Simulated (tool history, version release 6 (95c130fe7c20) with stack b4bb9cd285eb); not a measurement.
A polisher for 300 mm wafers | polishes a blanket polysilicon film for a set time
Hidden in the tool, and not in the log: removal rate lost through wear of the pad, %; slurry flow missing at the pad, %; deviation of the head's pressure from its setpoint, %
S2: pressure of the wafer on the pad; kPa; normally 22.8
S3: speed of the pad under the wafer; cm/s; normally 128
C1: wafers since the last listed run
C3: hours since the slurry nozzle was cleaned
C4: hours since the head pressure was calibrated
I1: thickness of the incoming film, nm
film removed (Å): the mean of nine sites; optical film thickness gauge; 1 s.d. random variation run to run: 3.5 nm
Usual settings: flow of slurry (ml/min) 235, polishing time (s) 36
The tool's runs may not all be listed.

Run 1, hour 0.0: usual settings but S2 19.3 kPa; C1 0; wafers polished on this pad 8421; C3 266.8; C4 566.7; I1 1842.3. Result: film removed (Å) 3173.
Run 2, hour 43.7: usual settings; C1 876; wafers polished on this pad 9298; C3 310.5; C4 610.4; I1 1841.0. Result: film removed (Å) 3543.
At hour 48.7: worn pad replaced by a new one.
Run 3, hour 98.2: usual settings but S3 102 cm/s, polishing time (s) 39; C1 1012; wafers polished on this pad 992; C3 365.0; C4 664.9; I1 1845.1. Result: film removed (Å) 3557.
At hour 143.7: head pressure recalibrated.
Run 4, hour 277.8: usual settings; C1 3561; wafers polished on this pad 4553; C3 544.6; C4 134.1; I1 1840.0. Result: film removed (Å) 3642.
Run 5, hour 349.0: usual settings; C1 1427; wafers polished on this pad 5981; C3 615.8; C4 205.3; I1 1839.5. Result: film removed (Å) 3598.
Run 6, hour 399.0: usual settings; C1 1002; wafers polished on this pad 6984; C3 665.8; C4 255.3; I1 1825.2. Result: film removed (Å) 3609.
Run 7, hour 426.7: usual settings; C1 555; wafers polished on this pad 7539; C3 693.5; C4 283.0; I1 1870.9. Result: film removed (Å) 3515.
At hour 480.1: worn pad replaced by a new one.
Run 8, hour 485.8: usual settings but flow of slurry (ml/min) 195, S3 114 cm/s; C1 1104; wafers polished on this pad 113; C3 752.6; C4 342.1; I1 1849.6. Result: film removed (Å) 3338.
Run 9, hour 524.6: usual settings but S3 148 cm/s; C1 778; wafers polished on this pad 891; C3 791.4; C4 380.9; I1 1859.0. Result: film removed (Å) 4100.
At hour 567.7: slurry nozzle cleaned.
Run 10, hour 575.9: usual settings but flow of slurry (ml/min) 175; C1 1008; wafers polished on this pad 1900; C3 8.2; C4 432.2; I1 1834.7. Result: film removed (Å) 3703.
Run 11, hour 632.2: usual settings but flow of slurry (ml/min) 175; C1 1128; wafers polished on this pad 3029; C3 64.5; C4 488.5; I1 1844.6. Result: film removed (Å) 3783.
Run 12, hour 658.0: usual settings but S2 24.1 kPa; C1 517; wafers polished on this pad 3546; C3 90.3; C4 514.3; I1 1849.7. Result: film removed (Å) 3970.
Run 13, hour 707.8: usual settings but S2 24.1 kPa; C1 998; wafers polished on this pad 4545; C3 140.1; C4 564.1; I1 1825.7. Result: film removed (Å) 3921.
Run 14, hour 799.6: usual settings but S2 24.1 kPa; C1 1840; wafers polished on this pad 6385; C3 231.9; C4 655.9; I1 1818.1. Result: film removed (Å) 3855.
At hour 811.8: head pressure recalibrated.
Run 15, hour 827.5: usual settings but polishing time (s) 39; C1 519; wafers polished on this pad 6905; C3 259.8; C4 15.7; I1 1842.9. Result: film removed (Å) 3986.
Run 16, hour 872.1: usual settings but polishing time (s) 39; C1 894; wafers polished on this pad 7799; C3 304.4; C4 60.3; I1 1857.0. Result: film removed (Å) 3844.
At hour 884.4: worn pad replaced by a new one.
Run 17, hour 926.2: usual settings; C1 1004; wafers polished on this pad 838; C3 358.5; C4 114.4; I1 1863.9. Result: film removed (Å) 3832.
Run 18, hour 1038.1: usual settings; C1 2243; wafers polished on this pad 3082; C3 470.4; C4 226.3; I1 1823.7. Result: film removed (Å) 3724.
Run 19, hour 1089.2: usual settings but S2 17.9 kPa, polishing time (s) 40; C1 1024; wafers polished on this pad 4106; C3 521.5; C4 277.4; I1 1876.9. Result: film removed (Å) 3515.
Run 20, hour 1143.1: usual settings but flow of slurry (ml/min) 315, S2 15.2 kPa, S3 90 cm/s, polishing time (s) 47; C1 1080; wafers polished on this pad 5187; C3 575.4; C4 331.3; I1 1881.7. Result: film removed (Å) 2888.
At hour 1218.8: slurry nozzle cleaned.
At hour 1240.7: worn pad replaced by a new one.
Run 21, hour 1241.1: usual settings; C1 1864; wafers polished on this pad 7; C3 22.3; C4 429.3; I1 1867.0. Result: film removed (Å) 3812.
Run 22, hour 1312.9: usual settings; C1 1439; wafers polished on this pad 1447; C3 94.1; C4 501.1; I1 1852.8. Result: film removed (Å) 3827.
Run 23, hour 1365.7: usual settings but flow of slurry (ml/min) 185, S2 30.3 kPa, S3 110 cm/s, polishing time (s) 42; C1 1058; wafers polished on this pad 2505; C3 146.9; C4 553.9; I1 1871.2. Result: film removed (Å) 4858.
At hour 1393.0: head pressure recalibrated.
Run 24, hour 1393.5: usual settings but flow of slurry (ml/min) 310, S2 19.3 kPa, S3 90 cm/s; C1 517; wafers polished on this pad 3023; C3 174.7; C4 0.5; I1 1856.0. Result: film removed (Å) 2668.
Run 25, hour 1451.0: usual settings; C1 1153; wafers polished on this pad 4176; C3 232.2; C4 58.0; I1 1847.3. Result: film removed (Å) 3682.
Run 26, hour 1497.2: usual settings but S2 14.5 kPa; C1 926; wafers polished on this pad 5102; C3 278.4; C4 104.2; I1 1852.9. Result: film removed (Å) 2665.
Run 27, hour 1543.8: usual settings but flow of slurry (ml/min) 175, S2 27.6 kPa, S3 100 cm/s, polishing time (s) 47; C1 934; wafers polished on this pad 6037; C3 325.0; C4 150.8; I1 1825.1. Result: film removed (Å) 4586.
Run 28, hour 1593.2: usual settings but flow of slurry (ml/min) 155; C1 990; wafers polished on this pad 7027; C3 374.4; C4 200.2; I1 1822.4. Result: film removed (Å) 3424.
At hour 1654.2: worn pad replaced by a new one.
Run 29, hour 1788.6: usual settings but S2 14.5 kPa, S3 160 cm/s; C1 3838; wafers polished on this pad 2696; C3 569.8; C4 395.6; I1 1874.6. Result: film removed (Å) 3174.
Run 30, hour 1835.1: usual settings but S2 29.6 kPa, S3 142 cm/s; C1 932; wafers polished on this pad 3628; C3 616.3; C4 442.1; I1 1832.3. Result: film removed (Å) 4869.
Run 31, hour 1879.0: usual settings but S2 26.2 kPa; C1 880; wafers polished on this pad 4508; C3 660.2; C4 486.0; I1 1810.6. Result: film removed (Å) 4062.
Run 32, hour 1945.2: usual settings but flow of slurry (ml/min) 255, S3 114 cm/s, polishing time (s) 44; C1 1327; wafers polished on this pad 5836; C3 726.4; C4 552.2; I1 1836.4. Result: film removed (Å) 4099.
Run 33, hour 1988.1: usual settings but S2 29.0 kPa, S3 104 cm/s; C1 860; wafers polished on this pad 6696; C3 769.3; C4 595.1; I1 1870.2. Result: film removed (Å) 3689.
Run 34, hour 2015.2: usual settings but S2 20.0 kPa; C1 543; wafers polished on this pad 7240; C3 796.4; C4 622.2; I1 1858.8. Result: film removed (Å) 3173.
At hour 2049.8: slurry nozzle cleaned.
At hour 2054.3: worn pad replaced by a new one.
Run 35, hour 2055.0: usual settings; C1 697; wafers polished on this pad 14; C3 5.2; C4 662.0; I1 1876.1. Result: film removed (Å) 3912.
Run 36, hour 2095.7: usual settings but flow of slurry (ml/min) 290, S2 27.6 kPa, S3 92 cm/s, polishing time (s) 30; C1 816; wafers polished on this pad 830; C3 45.9; C4 702.7; I1 1834.1. Result: film removed (Å) 3041.

Hidden condition of the tool, last listed run before each entry between runs versus first listed run after:
Runs 2 to 3: worn pad replaced by a new one (hour 48.7)
  removal rate lost through wear of the pad, %: 8.99 -> 0.792; slurry flow missing at the pad, %: 11.6 -> 14.1
  difference, measured minus the result without the unlogged condition, film removed (Å): -386 -> -69
Runs 3 to 4: head pressure recalibrated (hour 143.7)
  removal rate lost through wear of the pad, %: 0.792 -> 2.85; slurry flow missing at the pad, %: 14.1 -> 25.3
  difference, measured minus the result without the unlogged condition, film removed (Å): -69 -> -188
Runs 7 to 8: worn pad replaced by a new one (hour 480.1)
  removal rate lost through wear of the pad, %: 6.56 -> 0.73; slurry flow missing at the pad, %: 37.9 -> 43.8
  difference, measured minus the result without the unlogged condition, film removed (Å): -383 -> -190
Runs 9 to 10: slurry nozzle cleaned (hour 567.7)
  removal rate lost through wear of the pad, %: 0.81 -> 1.11; slurry flow missing at the pad, %: 47.9 -> 2.33
  difference, measured minus the result without the unlogged condition, film removed (Å): -241 -> -49
Runs 14 to 15: head pressure recalibrated (hour 811.8)
  removal rate lost through wear of the pad, %: 4.92 -> 5.69; slurry flow missing at the pad, %: 6.01 -> 6.95
  difference, measured minus the result without the unlogged condition, film removed (Å): -218 -> -263
Runs 16 to 17: worn pad replaced by a new one (hour 884.4)
  removal rate lost through wear of the pad, %: 7.04 -> 0.296; slurry flow missing at the pad, %: 8.67 -> 11.1
  difference, measured minus the result without the unlogged condition, film removed (Å): -319 -> -44
Runs 20 to 21: slurry nozzle cleaned (hour 1218.8); worn pad replaced by a new one (hour 1240.7)
  removal rate lost through wear of the pad, %: 2.97 -> 2.27; slurry flow missing at the pad, %: 25 -> 0.674
  difference, measured minus the result without the unlogged condition, film removed (Å): -141 -> -91
Runs 23 to 24: head pressure recalibrated (hour 1393.0)
  removal rate lost through wear of the pad, %: 2.91 -> 3.22; slurry flow missing at the pad, %: 2.12 -> 2.73
  difference, measured minus the result without the unlogged condition, film removed (Å): -154 -> -93
Runs 28 to 29: worn pad replaced by a new one (hour 1654.2)
  removal rate lost through wear of the pad, %: 7.37 -> 2.31; slurry flow missing at the pad, %: 10.2 -> 22.9
  difference, measured minus the result without the unlogged condition, film removed (Å): -309 -> -137
Runs 34 to 35: slurry nozzle cleaned (hour 2049.8); worn pad replaced by a new one (hour 2054.3)
  removal rate lost through wear of the pad, %: 6.92 -> 0.0291; slurry flow missing at the pad, %: 44 -> 0.486
  difference, measured minus the result without the unlogged condition, film removed (Å): -388 -> -2
